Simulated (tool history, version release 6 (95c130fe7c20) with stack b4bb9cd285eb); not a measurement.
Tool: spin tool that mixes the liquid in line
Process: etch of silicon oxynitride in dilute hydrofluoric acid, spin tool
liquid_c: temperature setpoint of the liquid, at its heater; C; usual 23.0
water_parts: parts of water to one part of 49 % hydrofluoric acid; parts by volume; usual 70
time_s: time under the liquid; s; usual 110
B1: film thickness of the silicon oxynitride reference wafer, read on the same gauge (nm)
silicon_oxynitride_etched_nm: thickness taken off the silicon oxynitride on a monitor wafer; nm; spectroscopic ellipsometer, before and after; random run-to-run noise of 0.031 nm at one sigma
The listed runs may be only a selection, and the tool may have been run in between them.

{"run": 1, "hour": 0.0, "liquid_c": 23.0, "water_parts": 70, "time_s": 110, "B1": 59.991, "silicon_oxynitride_etched_nm": 5.1}
{"run": 2, "hour": 50.3, "liquid_c": 24.5, "water_parts": 70, "time_s": 110, "B1": 60.01, "silicon_oxynitride_etched_nm": 5.472}
{"run": 3, "hour": 81.9, "liquid_c": 24.5, "water_parts": 70, "time_s": 110, "B1": 60.014, "silicon_oxynitride_etched_nm": 5.496}
{"run": 4, "hour": 106.1, "liquid_c": 23.0, "water_parts": 70, "time_s": 110, "B1": 59.999, "silicon_oxynitride_etched_nm": 4.999}
{"run": 5, "hour": 144.2, "liquid_c": 23.0, "water_parts": 50, "time_s": 110, "B1": 59.991, "silicon_oxynitride_etched_nm": 7.12}
{"hour": 178.6, "done": "gauge calibrated"}
{"run": 6, "hour": 193.0, "liquid_c": 23.0, "water_parts": 50, "time_s": 110, "B1": 59.996, "silicon_oxynitride_etched_nm": 7.253}
{"hour": 214.3, "done": "hydrofluoric acid flow meter replaced"}
{"run": 7, "hour": 242.4, "liquid_c": 23.0, "water_parts": 45, "time_s": 140, "B1": 60.026, "silicon_oxynitride_etched_nm": 10.178}
{"run": 8, "hour": 286.4, "liquid_c": 23.0, "water_parts": 45, "time_s": 140, "B1": 59.986, "silicon_oxynitride_etched_nm": 10.297}
{"run": 9, "hour": 346.1, "liquid_c": 23.0, "water_parts": 70, "time_s": 95, "B1": 60.011, "silicon_oxynitride_etched_nm": 4.421}
{"run": 10, "hour": 387.4, "liquid_c": 23.0, "water_parts": 70, "time_s": 95, "B1": 60.013, "silicon_oxynitride_etched_nm": 4.437}
{"run": 11, "hour": 412.6, "liquid_c": 23.0, "water_parts": 80, "time_s": 150, "B1": 59.978, "silicon_oxynitride_etched_nm": 6.036}
{"run": 12, "hour": 437.9, "liquid_c": 19.0, "water_parts": 70, "time_s": 150, "B1": 59.994, "silicon_oxynitride_etched_nm": 5.724}
{"run": 13, "hour": 462.5, "liquid_c": 23.0, "water_parts": 35, "time_s": 110, "B1": 60.009, "silicon_oxynitride_etched_nm": 10.341}
{"run": 14, "hour": 488.6, "liquid_c": 27.5, "water_parts": 45, "time_s": 140, "B1": 60.001, "silicon_oxynitride_etched_nm": 12.675}
{"run": 15, "hour": 554.0, "liquid_c": 23.0, "water_parts": 70, "time_s": 65, "B1": 59.996, "silicon_oxynitride_etched_nm": 2.978}
{"run": 16, "hour": 617.5, "liquid_c": 21.5, "water_parts": 70, "time_s": 140, "B1": 60.0, "silicon_oxynitride_etched_nm": 6.048}
{"run": 17, "hour": 654.0, "liquid_c": 23.0, "water_parts": 100, "time_s": 110, "B1": 59.991, "silicon_oxynitride_etched_nm": 3.469}
{"run": 18, "hour": 700.3, "liquid_c": 23.0, "water_parts": 70, "time_s": 110, "B1": 60.001, "silicon_oxynitride_etched_nm": 5.033}
{"run": 19, "hour": 730.2, "liquid_c": 23.0, "water_parts": 85, "time_s": 110, "B1": 59.991, "silicon_oxynitride_etched_nm": 4.142}
{"run": 20, "hour": 795.2, "liquid_c": 28.0, "water_parts": 70, "time_s": 90, "B1": 60.012, "silicon_oxynitride_etched_nm": 5.321}
{"hour": 841.9, "done": "hydrofluoric acid flow meter replaced"}
{"run": 21, "hour": 860.5, "liquid_c": 26.0, "water_parts": 50, "time_s": 165, "B1": 60.001, "silicon_oxynitride_etched_nm": 12.668}
{"run": 22, "hour": 912.6, "liquid_c": 23.0, "water_parts": 90, "time_s": 110, "B1": 60.014, "silicon_oxynitride_etched_nm": 3.902}
{"run": 23, "hour": 951.2, "liquid_c": 23.0, "water_parts": 70, "time_s": 110, "B1": 60.004, "silicon_oxynitride_etched_nm": 5.108}
{"hour": 961.1, "done": "thermometer replaced"}
{"run": 24, "hour": 1007.1, "liquid_c": 25.0, "water_parts": 70, "time_s": 110, "B1": 59.991, "silicon_oxynitride_etched_nm": 5.472}
{"run": 25, "hour": 1048.7, "liquid_c": 23.0, "water_parts": 70, "time_s": 55, "B1": 59.996, "silicon_oxynitride_etched_nm": 2.478}
{"run": 26, "hour": 1095.6, "liquid_c": 23.0, "water_parts": 70, "time_s": 110, "B1": 60.008, "silicon_oxynitride_etched_nm": 4.918}
{"run": 27, "hour": 1148.8, "liquid_c": 23.0, "water_parts": 70, "time_s": 110, "B1": 60.005, "silicon_oxynitride_etched_nm": 4.992}
{"run": 28, "hour": 1210.6, "liquid_c": 18.0, "water_parts": 50, "time_s": 70, "B1": 59.988, "silicon_oxynitride_etched_nm": 3.506}
{"run": 29, "hour": 1398.3, "liquid_c": 23.0, "water_parts": 70, "time_s": 110, "B1": 60.007, "silicon_oxynitride_etched_nm": 5.007}
{"run": 30, "hour": 1437.5, "liquid_c": 20.5, "water_parts": 70, "time_s": 110, "B1": 59.99, "silicon_oxynitride_etched_nm": 4.37}
{"run": 31, "hour": 1502.1, "liquid_c": 23.0, "water_parts": 70, "time_s": 110, "B1": 60.03, "silicon_oxynitride_etched_nm": 5.013}
{"hour": 1592.9, "done": "hydrofluoric acid flow meter replaced"}
{"hour": 1595.7, "done": "gauge calibrated"}
{"run": 32, "hour": 1597.6, "liquid_c": 23.0, "water_parts": 70, "time_s": 110, "B1": 60.004, "silicon_oxynitride_etched_nm": 4.988}

Run-by-run hidden state of the tool:
hydrofluoric acid flow above the setpoint (%): 0 at every run
gauge reads high (%): 0 at every run
H1: liquid hotter than its thermometer reads (K)
run=1 H1=0.417
run=2 H1=0.43
run=3 H1=0.438
run=4 H1=0.444
run=5 H1=0.454
run=6 H1=0.467
run=7 H1=0.48
run=8 H1=0.491
run=9 H1=0.507
run=10 H1=0.518
run=11 H1=0.524
run=12 H1=0.531
run=13 H1=0.537
run=14 H1=0.544
run=15 H1=0.561
run=16 H1=0.578
run=17 H1=0.587
run=18 H1=0.6
run=19 H1=0.607
run=20 H1=0.624
run=21 H1=0.641
run=22 H1=0.655
run=23 H1=0.665
run=24 H1=0.0192
run=25 H1=0.03
run=26 H1=0.0423
run=27 H1=0.0562
run=28 H1=0.0723
run=29 H1=0.121
run=30 H1=0.132
run=31 H1=0.149
run=32 H1=0.173

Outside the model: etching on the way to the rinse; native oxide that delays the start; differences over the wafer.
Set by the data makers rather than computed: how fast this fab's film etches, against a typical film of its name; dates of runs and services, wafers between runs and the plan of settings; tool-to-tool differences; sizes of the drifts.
